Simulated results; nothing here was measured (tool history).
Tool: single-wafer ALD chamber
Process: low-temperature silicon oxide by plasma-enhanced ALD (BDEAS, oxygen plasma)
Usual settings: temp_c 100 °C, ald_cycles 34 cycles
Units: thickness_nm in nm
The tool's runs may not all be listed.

| run | hour | temp_c | ald_cycles | read-back reference wafer on the same gauge, thickness_nm | thickness_nm |
|---|---|---|---|---|---|
| 1 | 0 | 100 | 34 | 5.507 | 4.833 |
| 2 | 40 | 104 | 34 | 5.514 | 4.79 |
| 3 | 94.6 | 100 | 34 | 5.509 | 4.833 |
| 4 | 274.1 | 100 | 39 | 5.514 | 5.527 |
| 5 | 367.4 | 94 | 30 | 5.507 | 4.312 |
| 6 | 461 | 94 | 30 | 5.513 | 4.306 |
| 7 | 524.9 | 94 | 30 | 5.512 | 4.271 |
| 8 | 561 | 100 | 34 | 5.505 | 4.815 |
|  | 607.6 | thermocouple changed; heater temperature recalibrated |
| 9 | 661.1 | 100 | 34 | 5.51 | 4.835 |
| 10 | 751.9 | 100 | 31 | 5.509 | 4.404 |
| 11 | 824.4 | 100 | 32 | 5.506 | 4.547 |
| 12 | 884.1 | 100 | 32 | 5.509 | 4.548 |
| 13 | 990.3 | 100 | 34 | 5.511 | 4.827 |
| 14 | 1037.7 | 93 | 34 | 5.517 | 4.927 |
| 15 | 1098.5 | 100 | 34 | 5.511 | 4.841 |
| 16 | 1185.8 | 100 | 34 | 5.507 | 4.82 |
|  | 1319.6 | gauge calibrated |
| 17 | 1366.1 | 100 | 34 | 5.513 | 4.817 |
| 18 | 1404.1 | 100 | 34 | 5.508 | 4.801 |
| 19 | 1464.2 | 97 | 34 | 5.506 | 4.822 |
| 20 | 1510.8 | 89 | 39 | 5.511 | 5.678 |
| 21 | 1616.3 | 110 | 37 | 5.511 | 5.149 |
| 22 | 1652.9 | 111 | 34 | 5.515 | 4.7 |
| 23 | 1750 | 90 | 28 | 5.513 | 4.05 |
| 24 | 1797.7 | 100 | 27 | 5.507 | 3.801 |
|  | 1852.8 | thermocouple changed; heater temperature recalibrated |
| 25 | 1856.2 | 107 | 36 | 5.51 | 5.055 |
| 26 | 1956.1 | 87 | 37 | 5.511 | 5.516 |
| 27 | 2018.3 | 109 | 37 | 5.51 | 5.188 |
| 28 | 2079.7 | 85 | 36 | 5.509 | 5.407 |
| 29 | 2132.6 | 100 | 34 | 5.515 | 4.841 |
| 30 | 2235.4 | 105 | 32 | 5.509 | 4.498 |
| 31 | 2308.9 | 100 | 28 | 5.509 | 3.982 |
| 32 | 2355.5 | 112 | 34 | 5.506 | 4.725 |
| 33 | 2408.4 | 107 | 39 | 5.511 | 5.465 |
| 34 | 2448.2 | 87 | 30 | 5.507 | 4.444 |
| 35 | 2484.4 | 100 | 34 | 5.506 | 4.8 |
| 36 | 2568.2 | 100 | 34 | 5.506 | 4.816 |
| 37 | 2624.2 | 100 | 34 | 5.514 | 4.826 |
| 38 | 2709.5 | 110 | 37 | 5.504 | 5.131 |

The same runs without the tool's hidden state, with the same run-to-run variation:
The hidden state here: wafer temperature above the value expected at the setpoint (K); gauge reads high (%).
| run | thickness_nm |
|---|---|
| 1 | 4.842 |
| 2 | 4.8 |
| 3 | 4.845 |
| 4 | 5.551 |
| 5 | 4.357 |
| 6 | 4.362 |
| 7 | 4.333 |
| 8 | 4.853 |
| 9 | 4.841 |
| 10 | 4.409 |
| 11 | 4.553 |
| 12 | 4.556 |
| 13 | 4.837 |
| 14 | 4.95 |
| 15 | 4.855 |
| 16 | 4.837 |
| 17 | 4.841 |
| 18 | 4.828 |
| 19 | 4.878 |
| 20 | 5.753 |
| 21 | 5.192 |
| 22 | 4.742 |
| 23 | 4.132 |
| 24 | 3.844 |
| 25 | 5.05 |
| 26 | 5.507 |
| 27 | 5.184 |
| 28 | 5.401 |
| 29 | 4.838 |
| 30 | 4.498 |
| 31 | 3.984 |
| 32 | 4.729 |
| 33 | 5.472 |
| 34 | 4.458 |
| 35 | 4.809 |
| 36 | 4.829 |
| 37 | 4.841 |
| 38 | 5.154 |
